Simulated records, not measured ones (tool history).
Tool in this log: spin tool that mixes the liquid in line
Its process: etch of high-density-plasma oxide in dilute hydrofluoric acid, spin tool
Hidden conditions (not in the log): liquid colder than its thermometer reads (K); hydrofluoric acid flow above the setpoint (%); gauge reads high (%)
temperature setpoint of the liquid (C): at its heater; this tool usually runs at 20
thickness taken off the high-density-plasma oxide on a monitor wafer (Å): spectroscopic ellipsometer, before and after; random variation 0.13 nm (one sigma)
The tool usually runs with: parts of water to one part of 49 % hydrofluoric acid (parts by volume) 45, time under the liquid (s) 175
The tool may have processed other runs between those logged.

run	hour	temperature setpoint of the liquid (C)	parts of water to one part of 49 % hydrofluoric acid (parts by volume)	time under the liquid (s)	wafers since the last listed run	hours since the thermometer was replaced	hours since the hydrofluoric acid flow meter was replaced	hours since the gauge calibration	read-back film thickness of the high-density-plasma oxide reference wafer, read on the same gauge (nm)	thickness taken off the high-density-plasma oxide on a monitor wafer (Å)
1	0	20	45	175	0	293.2	67.3	1373.4	99.97	305.2
2	62.7	20	45	175	613	355.9	130	1436.1	100.02	304.1
3	89	20	45	175	257	382.2	156.3	1462.4	99.97	301.1
4	156.2	21.5	45	175	657	449.4	223.5	1529.6	100	323.5
5	189.4	20	45	215	324	482.6	256.7	1562.8	99.97	370.7
6	354.9	20	45	215	1618	648.1	422.2	1728.3	99.99	367.7
7	396.2	20	45	120	403	689.4	463.5	1769.6	99.99	206.6
8	435.5	20	45	120	384	728.7	502.8	1808.9	99.97	206.1
9	484.7	20	45	175	481	777.9	552	1858.1	99.98	299.3
10	551.9	20	45	175	657	845.1	619.2	1925.3	99.95	299.1
# hour 580.4: hydrofluoric acid flow meter replaced
11	609.5	20	45	175	553	902.7	29.1	1982.9	99.94	296.8
# hour 646.7: gauge calibrated
12	660.9	20	45	175	502	954.1	80.5	14.2	100.01	294.4
13	729.2	20	45	175	667	1022.4	148.8	82.5	100.05	297.5
14	771	20	45	175	408	1064.2	190.6	124.3	99.99	297
15	798	17	25	270	264	1091.2	217.6	151.3	100.01	740
16	862.8	20	45	175	633	1156	282.4	216.1	99.99	296.5
17	908.7	20	45	175	448	1201.9	328.3	262	99.99	296.3
18	979	20	65	135	687	1272.2	398.6	332.3	100.02	154.2
19	1037.8	20	50	175	575	1331	457.4	391.1	99.97	264.5
20	1070.3	17	30	175	317	1363.5	489.9	423.6	99.98	392.2
# hour 1259.1: hydrofluoric acid flow meter replaced
21	1265.4	24.5	25	175	1898	1558.6	6.3	618.7	100	652.2
# hour 1347.6: thermometer replaced
22	1387.8	20	45	175	1187	40.2	128.7	741.1	100.06	307.6
23	1456.4	20	25	175	670	108.8	197.3	809.7	100	559.5
24	1517.7	20	55	125	599	170.1	258.6	871	100.01	176
25	1557.9	20	45	175	393	210.3	298.8	911.2	99.98	304.2
26	1605.5	17	65	75	465	257.9	346.4	958.8	100.04	77.7
27	1631.7	23.5	30	120	256	284.1	372.6	985	99.99	369.1
28	1667.8	20	45	175	353	320.2	408.7	1021.1	99.98	305.4
29	1707	20	45	175	383	359.4	447.9	1060.3	99.97	302.2
30	1770.2	17	65	230	618	422.6	511.1	1123.5	99.99	237.2
# hour 1832.6: hydrofluoric acid flow meter replaced
31	1836.4	20	40	240	637	488.8	3.8	1189.7	99.98	472.6
32	1882.9	20	45	175	454	535.3	50.3	1236.2	99.96	301

Per-run results on a tool with no hidden state, each run keeping its own random variation:
run	thickness taken off the high-density-plasma oxide on a monitor wafer (Å)
1	309.1
2	308.6
3	305.8
4	329.2
5	377.8
6	376.6
7	211.8
8	211.7
9	307.7
10	308.1
11	306.5
12	304.4
13	308.3
14	308.2
15	769.5
16	308.5
17	308.8
18	161
19	276.7
20	411.6
21	686.8
22	309.5
23	564.4
24	177.8
25	307.7
26	78.7
27	374.3
28	310
29	307.1
30	241.7
31	482.4
32	307.6

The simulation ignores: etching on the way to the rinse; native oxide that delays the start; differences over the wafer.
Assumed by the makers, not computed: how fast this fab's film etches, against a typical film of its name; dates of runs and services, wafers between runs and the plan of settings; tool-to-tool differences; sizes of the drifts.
